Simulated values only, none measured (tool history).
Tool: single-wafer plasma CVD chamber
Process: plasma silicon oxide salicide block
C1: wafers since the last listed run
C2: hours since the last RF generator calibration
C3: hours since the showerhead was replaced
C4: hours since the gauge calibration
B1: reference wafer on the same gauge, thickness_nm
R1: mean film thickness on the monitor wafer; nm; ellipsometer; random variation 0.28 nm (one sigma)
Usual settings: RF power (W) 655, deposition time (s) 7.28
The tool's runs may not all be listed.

Run 1, day 0: usual settings; C1 0; C2 1552.1; C3 8364; C4 57; B1 72.16. Result: R1 77.215 nm.
Run 2, day 0.658: usual settings; C1 660; C2 1567.9; C3 8379.8; C4 72.8; B1 72.27. Result: R1 77.716 nm.
Run 3, day 1.583: usual settings; C1 928; C2 1590.1; C3 8402; C4 95; B1 72.193. Result: R1 77.31 nm.
Run 4, day 2.104: usual settings; C1 522; C2 1602.6; C3 8414.5; C4 107.5; B1 72.092. Result: R1 77.313 nm.
Run 5, day 3.467: usual settings; C1 1367; C2 1635.3; C3 8447.2; C4 140.2; B1 72.185. Result: R1 77.314 nm.
Run 6, day 4.788: usual settings; C1 1325; C2 1667; C3 8478.9; C4 171.9; B1 71.999. Result: R1 77.517 nm.
Run 7, day 5.75: usual settings but RF power (W) 755, deposition time (s) 6.84; C1 965; C2 1690.1; C3 8502; C4 195; B1 72.01. Result: R1 76.493 nm.
Run 8, day 7.242: usual settings but deposition time (s) 6.91; C1 1496; C2 1725.9; C3 8537.8; C4 230.8; B1 71.815. Result: R1 72.898 nm.
Run 9, day 8.888: usual settings but deposition time (s) 6.91; C1 1651; C2 1765.4; C3 8577.3; C4 270.3; B1 71.657. Result: R1 72.546 nm.
Run 10, day 9.767: usual settings; C1 882; C2 1786.5; C3 8598.4; C4 291.4; B1 71.611. Result: R1 76.894 nm.
Run 11, day 10.9: usual settings but RF power (W) 720, deposition time (s) 6.52; C1 1137; C2 1813.7; C3 8625.6; C4 318.6; B1 71.341. Result: R1 70.58 nm.
At day 11.271: showerhead replaced.
At day 12.1: gauge calibrated.
Run 12, day 12.275: usual settings but RF power (W) 700, deposition time (s) 8.32; C1 1045; C2 1846.7; C3 24.1; C4 4.2; B1 72.31. Result: R1 90.009 nm.
Run 13, day 13.442: usual settings but RF power (W) 585; C1 1170; C2 1874.7; C3 52.1; C4 32.2; B1 72.238. Result: R1 74.807 nm.
Run 14, day 14.096: usual settings; C1 656; C2 1890.4; C3 67.8; C4 47.9; B1 72.232. Result: R1 77.996 nm.
Run 15, day 14.75: usual settings but deposition time (s) 8.67; C1 656; C2 1906.1; C3 83.5; C4 63.6; B1 72.158. Result: R1 91.924 nm.
At day 15.333: RF generator calibrated.
Run 16, day 15.817: usual settings but RF power (W) 740, deposition time (s) 7.75; C1 735; C2 11.6; C3 109.1; C4 89.2; B1 72.102. Result: R1 85.831 nm.
Run 17, day 16.858: usual settings but RF power (W) 610; C1 1045; C2 36.6; C3 134.1; C4 114.2; B1 72.146. Result: R1 75.596 nm.
Run 18, day 18.225: usual settings but RF power (W) 530; C1 1371; C2 69.4; C3 166.9; C4 147; B1 72.052. Result: R1 71.437 nm.
Run 19, day 19.058: usual settings; C1 836; C2 89.4; C3 186.9; C4 167; B1 71.902. Result: R1 77.867 nm.
Run 20, day 20.267: usual settings; C1 1212; C2 118.4; C3 215.9; C4 196; B1 71.777. Result: R1 76.483 nm.

How the hidden state differs across the entries between the runs, from the last listed run before each to the first after it:
Between runs 11 and 12: showerhead replaced (day 11.271); gauge calibrated (day 12.1)
  gauge reads high (%): -1.12 -> -0.000183
  measured less the result without the state, R1: -0.8 -> +0 nm
Between runs 15 and 16: RF generator calibrated (day 15.333)
  gauge reads high (%): -0.0512 -> -0.101
  measured less the result without the state, R1: -0.047 -> -0.086 nm

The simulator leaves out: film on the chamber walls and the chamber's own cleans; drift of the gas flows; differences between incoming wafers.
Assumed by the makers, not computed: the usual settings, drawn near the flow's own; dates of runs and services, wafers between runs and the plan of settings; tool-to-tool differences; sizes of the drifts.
